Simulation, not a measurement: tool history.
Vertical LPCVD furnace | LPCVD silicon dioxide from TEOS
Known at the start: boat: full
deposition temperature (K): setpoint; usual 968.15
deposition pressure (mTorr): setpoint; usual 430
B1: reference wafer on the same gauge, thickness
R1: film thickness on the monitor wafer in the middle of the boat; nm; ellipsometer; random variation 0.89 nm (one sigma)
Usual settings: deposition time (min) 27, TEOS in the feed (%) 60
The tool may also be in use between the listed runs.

{"run": 1, "hour": 0.0, "deposition temperature (K)": 968.15, "deposition pressure (mTorr)": 430, "deposition time (min)": 27, "TEOS in the feed (%)": 60, "B1": 196.67, "R1": 220.48}
{"run": 2, "hour": 60.7, "deposition temperature (K)": 968.15, "deposition pressure (mTorr)": 430, "deposition time (min)": 27, "TEOS in the feed (%)": 60, "B1": 196.82, "R1": 222.24}
{"run": 3, "hour": 87.4, "deposition temperature (K)": 968.15, "deposition pressure (mTorr)": 430, "deposition time (min)": 27, "TEOS in the feed (%)": 60, "B1": 196.93, "R1": 221.34}
{"run": 4, "hour": 134.9, "deposition temperature (K)": 968.15, "deposition pressure (mTorr)": 430, "deposition time (min)": 27, "TEOS in the feed (%)": 60, "B1": 197.12, "R1": 219.86}
{"run": 5, "hour": 173.8, "deposition temperature (K)": 968.15, "deposition pressure (mTorr)": 430, "deposition time (min)": 27, "TEOS in the feed (%)": 60, "B1": 197.06, "R1": 223.05}
{"run": 6, "hour": 241.4, "deposition temperature (K)": 968.15, "deposition pressure (mTorr)": 430, "deposition time (min)": 27, "TEOS in the feed (%)": 60, "B1": 196.99, "R1": 222.41}
{"run": 7, "hour": 292.0, "deposition temperature (K)": 968.15, "deposition pressure (mTorr)": 430, "deposition time (min)": 27, "TEOS in the feed (%)": 60, "B1": 196.98, "R1": 224.57}
{"hour": 345.2, "done": "pressure gauge zeroed"}
{"run": 8, "hour": 408.6, "deposition temperature (K)": 968.15, "deposition pressure (mTorr)": 430, "deposition time (min)": 35, "TEOS in the feed (%)": 60, "B1": 196.8, "R1": 292.58}
{"hour": 428.6, "done": "gauge calibrated"}
{"run": 9, "hour": 463.2, "deposition temperature (K)": 968.15, "deposition pressure (mTorr)": 430, "deposition time (min)": 35, "TEOS in the feed (%)": 60, "B1": 196.97, "R1": 291.56}
{"hour": 538.8, "done": "TEOS flow controller replaced"}
{"run": 10, "hour": 539.3, "deposition temperature (K)": 960.15, "deposition pressure (mTorr)": 380, "deposition time (min)": 27, "TEOS in the feed (%)": 65, "B1": 197.12, "R1": 185.46}
{"hour": 587.5, "done": "thermocouples replaced and temperature profile calibrated"}
{"run": 11, "hour": 588.0, "deposition temperature (K)": 968.15, "deposition pressure (mTorr)": 430, "deposition time (min)": 27, "TEOS in the feed (%)": 60, "B1": 196.94, "R1": 202.63}
{"run": 12, "hour": 636.3, "deposition temperature (K)": 963.15, "deposition pressure (mTorr)": 355, "deposition time (min)": 27, "TEOS in the feed (%)": 60, "B1": 196.91, "R1": 165.02}

The next listed run, before its measurement:
{"run": 13, "hour": 688.8, "deposition temperature (K)": 974.15, "deposition pressure (mTorr)": 430, "deposition time (min)": 34, "TEOS in the feed (%)": 60, "B1": "?", "R1": "?"}

{"run 13": {"B1": 196.87, "R1": 297.42}}
Without the tool's hidden state the same run would have given R1 295.23 nm.
